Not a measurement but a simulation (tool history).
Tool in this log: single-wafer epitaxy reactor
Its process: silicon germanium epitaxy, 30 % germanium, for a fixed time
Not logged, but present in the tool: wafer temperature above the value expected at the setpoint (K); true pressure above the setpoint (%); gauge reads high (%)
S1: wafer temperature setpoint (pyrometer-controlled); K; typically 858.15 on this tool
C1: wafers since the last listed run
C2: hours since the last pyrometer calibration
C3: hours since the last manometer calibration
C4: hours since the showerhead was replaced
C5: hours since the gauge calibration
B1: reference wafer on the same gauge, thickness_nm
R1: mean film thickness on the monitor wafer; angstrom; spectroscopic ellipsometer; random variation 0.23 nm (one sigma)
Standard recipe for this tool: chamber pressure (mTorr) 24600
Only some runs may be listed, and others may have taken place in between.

Run 1, hour 0.0: usual settings; C1 0; C2 1271.1; C3 663.6; C4 3437.1; C5 586.8; B1 58.241. Result: R1 495.01 angstrom.
Run 2, hour 31.5: usual settings; C1 692; C2 1302.6; C3 695.1; C4 3468.6; C5 618.3; B1 58.196. Result: R1 490.42 angstrom.
Run 3, hour 100.4: usual settings but S1 852.15 K; C1 1514; C2 1371.5; C3 764.0; C4 3537.5; C5 687.2; B1 58.141. Result: R1 444.87 angstrom.
Run 4, hour 158.2: usual settings but S1 852.15 K; C1 1270; C2 1429.3; C3 821.8; C4 3595.3; C5 745.0; B1 58.149. Result: R1 445.31 angstrom.
Run 5, hour 190.9: usual settings but S1 852.15 K; C1 718; C2 1462.0; C3 854.5; C4 3628.0; C5 777.7; B1 58.210. Result: R1 443.36 angstrom.
Run 6, hour 235.6: usual settings; C1 982; C2 1506.7; C3 899.2; C4 3672.7; C5 822.4; B1 58.255. Result: R1 496.45 angstrom.
Run 7, hour 269.4: usual settings; C1 742; C2 1540.5; C3 933.0; C4 3706.5; C5 856.2; B1 58.229. Result: R1 492.40 angstrom.
Run 8, hour 308.0: usual settings; C1 848; C2 1579.1; C3 971.6; C4 3745.1; C5 894.8; B1 58.210. Result: R1 495.93 angstrom.
Run 9, hour 365.4: usual settings; C1 1261; C2 1636.5; C3 1029.0; C4 3802.5; C5 952.2; B1 58.246. Result: R1 493.95 angstrom.
Run 10, hour 393.2: usual settings; C1 611; C2 1664.3; C3 1056.8; C4 3830.3; C5 980.0; B1 58.221. Result: R1 498.46 angstrom.
At hour 444.4: gauge calibrated.
Run 11, hour 458.3: usual settings; C1 1430; C2 1729.4; C3 1121.9; C4 3895.4; C5 13.9; B1 58.220. Result: R1 494.47 angstrom.
At hour 469.2: showerhead replaced.
Run 12, hour 494.5: usual settings but S1 848.15 K, chamber pressure (mTorr) 28800; C1 619; C2 1765.6; C3 1158.1; C4 25.3; C5 50.1; B1 58.142. Result: R1 440.75 angstrom.
Run 13, hour 555.0: usual settings but S1 865.15 K, chamber pressure (mTorr) 21200; C1 1329; C2 1826.1; C3 1218.6; C4 85.8; C5 110.6; B1 58.259. Result: R1 530.62 angstrom.
At hour 595.7: capacitance manometer re-zeroed and calibrated.
Run 14, hour 624.7: usual settings but S1 867.15 K, chamber pressure (mTorr) 20900; C1 1356; C2 1895.8; C3 29.0; C4 155.5; C5 180.3; B1 58.265. Result: R1 523.34 angstrom.
At hour 666.3: pyrometer calibrated.
Run 15, hour 666.8: usual settings; C1 749; C2 0.5; C3 71.1; C4 197.6; C5 222.4; B1 58.188. Result: R1 502.17 angstrom.
Run 16, hour 691.4: usual settings but S1 863.15 K; C1 540; C2 25.1; C3 95.7; C4 222.2; C5 247.0; B1 58.292. Result: R1 543.06 angstrom.
Run 17, hour 721.9: usual settings; C1 670; C2 55.6; C3 126.2; C4 252.7; C5 277.5; B1 58.217. Result: R1 498.83 angstrom.
Run 18, hour 758.5: usual settings but S1 866.15 K; C1 804; C2 92.2; C3 162.8; C4 289.3; C5 314.1; B1 58.202. Result: R1 566.40 angstrom.
Run 19, hour 820.0: usual settings; C1 1351; C2 153.7; C3 224.3; C4 350.8; C5 375.6; B1 58.228. Result: R1 499.47 angstrom.
Run 20, hour 858.1: usual settings; C1 837; C2 191.8; C3 262.4; C4 388.9; C5 413.7; B1 58.194. Result: R1 503.52 angstrom.
Run 21, hour 918.9: usual settings; C1 1336; C2 252.6; C3 323.2; C4 449.7; C5 474.5; B1 58.173. Result: R1 501.27 angstrom.
Run 22, hour 945.9: usual settings but S1 844.15 K, chamber pressure (mTorr) 29100; C1 593; C2 279.6; C3 350.2; C4 476.7; C5 501.5; B1 58.178. Result: R1 416.68 angstrom.
Run 23, hour 1002.0: usual settings but S1 853.15 K, chamber pressure (mTorr) 27800; C1 1233; C2 335.7; C3 406.3; C4 532.8; C5 557.6; B1 58.160. Result: R1 478.62 angstrom.
Run 24, hour 1044.8: usual settings but chamber pressure (mTorr) 29000; C1 940; C2 378.5; C3 449.1; C4 575.6; C5 600.4; B1 58.194. Result: R1 530.56 angstrom.
Run 25, hour 1074.3: usual settings but S1 870.15 K; C1 648; C2 408.0; C3 478.6; C4 605.1; C5 629.9; B1 58.180. Result: R1 601.71 angstrom.
Run 26, hour 1102.5: usual settings but S1 850.15 K, chamber pressure (mTorr) 19000; C1 619; C2 436.2; C3 506.8; C4 633.3; C5 658.1; B1 58.204. Result: R1 394.76 angstrom.

Alternative continuations, all from the tool just after run 26; predict every row:
Run A, hour 1102.9: usual settings but S1 867.15 K; C1 8; C2 436.6; C3 507.2; C4 633.7; C5 658.5; B1 ?. Result: R1 ?.
Run B, hour 1102.9: usual settings but S1 850.15 K, chamber pressure (mTorr) 20700; C1 8; C2 436.6; C3 507.2; C4 633.7; C5 658.5; B1 ?. Result: R1 ?.
Run C, hour 1102.9: usual settings but S1 862.15 K; C1 8; C2 436.6; C3 507.2; C4 633.7; C5 658.5; B1 ?. Result: R1 ?.
Run D, hour 1102.9: usual settings but S1 871.15 K, chamber pressure (mTorr) 28800; C1 8; C2 436.6; C3 507.2; C4 633.7; C5 658.5; B1 ?. Result: R1 ?.
Run E, hour 1102.9: usual settings but S1 848.15 K; C1 8; C2 436.6; C3 507.2; C4 633.7; C5 658.5; B1 ?. Result: R1 ?.

run      B1      R1
  A  58.213  573.56
  B  58.213  406.18
  C  58.213  528.27
  D  58.213  648.40
  E  58.213  417.69
With the hidden condition removed and each run's random variation left untouched, the same runs would have given:
run      R1
  A  577.48
  B  409.18
  C  531.96
  D  652.75
  E  420.79
